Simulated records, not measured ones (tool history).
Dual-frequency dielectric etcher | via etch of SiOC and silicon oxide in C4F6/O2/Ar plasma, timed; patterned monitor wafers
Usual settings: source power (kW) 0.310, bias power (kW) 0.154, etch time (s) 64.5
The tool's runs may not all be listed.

run	hour	source power (kW)	bias power (kW)	etch time (s)	read-back reference wafer on the same gauge, depth_nm	mean etch depth across the wafer (Å)
1	0.0	0.310	0.154	64.5	59.0	651
2	30.4	0.310	0.154	64.5	59.1	650
3	51.9	0.310	0.154	64.5	59.1	652
4	75.4	0.310	0.154	64.5	59.2	653
5	91.4	0.310	0.154	64.5	59.2	648
6	117.9	0.310	0.154	64.5	59.3	659
7	136.9	0.310	0.154	64.5	58.9	656
8	154.4	0.310	0.154	64.5	59.2	662
9	167.9	0.310	0.154	64.5	59.0	663
10	209.2	0.310	0.154	64.5	59.0	665
11	225.2	0.240	0.173	52.5	59.1	517
12	256.6	0.310	0.154	64.5	59.1	670
13	335.3	0.310	0.154	58.0	59.0	613
14	365.1	0.310	0.154	64.5	59.1	675
15	402.0	0.310	0.119	83.0	59.2	764
16	411.9	0.310	0.154	45.5	59.1	452
17	438.6	0.310	0.154	64.5	59.1	638
18	481.1	0.380	0.117	73.0	59.1	711
19	554.9	0.310	0.154	64.5	59.2	655
20	571.1	0.360	0.118	54.5	59.1	532
21	594.4	0.310	0.154	51.0	59.1	520

Not shown: 5 entries that the log had between the listed runs. Between which runs, and how does the tool's hidden state differ before and after?
Between runs 12 and 13: source power generator calibrated (hour 279.9)
  etch rate over this chamber's usual, %: 4.17 -> 5.27
  measured less the result without the state, mean etch depth across the wafer (Å): +27 -> +30
Between runs 13 and 14: gauge calibrated (hour 359.2); upper electrode replaced, of another model than before (hour 364.6)
  etch rate over this chamber's usual, %: 5.27 -> 5.68
  measured less the result without the state, mean etch depth across the wafer (Å): +30 -> +37
Between runs 14 and 15: wet clean of the chamber (hour 400.8); bias power generator calibrated (hour 401.5)
  etch rate over this chamber's usual, %: 5.68 -> -1.02
  measured less the result without the state, mean etch depth across the wafer (Å): +37 -> -7
